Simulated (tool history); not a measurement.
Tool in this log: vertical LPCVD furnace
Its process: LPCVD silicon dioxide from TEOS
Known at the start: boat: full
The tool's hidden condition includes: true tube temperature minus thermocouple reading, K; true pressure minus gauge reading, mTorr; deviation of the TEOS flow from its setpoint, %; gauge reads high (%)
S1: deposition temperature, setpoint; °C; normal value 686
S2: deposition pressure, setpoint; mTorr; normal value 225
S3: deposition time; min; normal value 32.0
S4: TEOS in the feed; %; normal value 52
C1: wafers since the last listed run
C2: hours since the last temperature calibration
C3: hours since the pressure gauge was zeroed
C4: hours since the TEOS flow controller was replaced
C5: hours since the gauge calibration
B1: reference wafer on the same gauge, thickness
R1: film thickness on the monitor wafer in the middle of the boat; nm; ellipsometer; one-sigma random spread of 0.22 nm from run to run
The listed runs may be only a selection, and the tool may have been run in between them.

run	day	S1	S2	S3	S4	C1	C2	C3	C4	C5	B1	R1
1	0.000	686	255	32.0	52	0	2504.2	3165.3	1943.4	41.4	131.05	150.52
2	0.392	686	255	32.0	52	157	2513.6	3174.7	1952.8	50.8	131.00	151.12
3	1.167	686	225	32.0	52	311	2532.2	3193.3	1971.4	69.4	130.99	141.67
4	1.483	686	225	32.0	52	127	2539.8	3200.9	1979.0	77.0	130.97	142.24
5	2.004	686	225	32.0	52	209	2552.3	3213.4	1991.5	89.5	130.97	141.99
# day 3.571: pressure gauge zeroed
# day 3.583: gauge calibrated
6	3.592	686	225	32.0	52	235	2590.4	0.5	2029.6	0.2	131.01	143.17
7	3.779	692	200	32.0	52	75	2594.9	5.0	2034.1	4.7	131.00	154.63
8	4.012	692	200	32.0	52	93	2600.5	10.6	2039.7	10.3	131.00	154.61
9	4.358	692	200	32.0	52	138	2608.8	18.9	2048.0	18.6	131.06	155.18
10	4.625	686	225	41.5	52	107	2615.2	25.3	2054.4	25.0	131.00	185.45
11	4.979	681	225	32.0	59	142	2623.7	33.8	2062.9	33.5	131.03	135.56
12	5.388	686	225	32.0	52	163	2633.5	43.6	2072.7	43.3	131.01	142.83
# day 6.483: TEOS flow controller replaced
# day 7.071: thermocouples replaced and temperature profile calibrated
13	7.092	686	225	32.0	52	45	0.5	84.5	14.6	84.2	131.01	126.92
14	7.279	675	240	32.0	52	75	5.0	89.0	19.1	88.7	130.94	100.50

Run 15 is up next; what results do you expect?
15	7.467	686	225	32.0	43	75	9.5	93.5	23.6	93.2	?	?

{"run 15": {"B1": 131.0, "R1": 115.52}}
Without the tool's hidden state the same run would have given R1 114.59 nm.
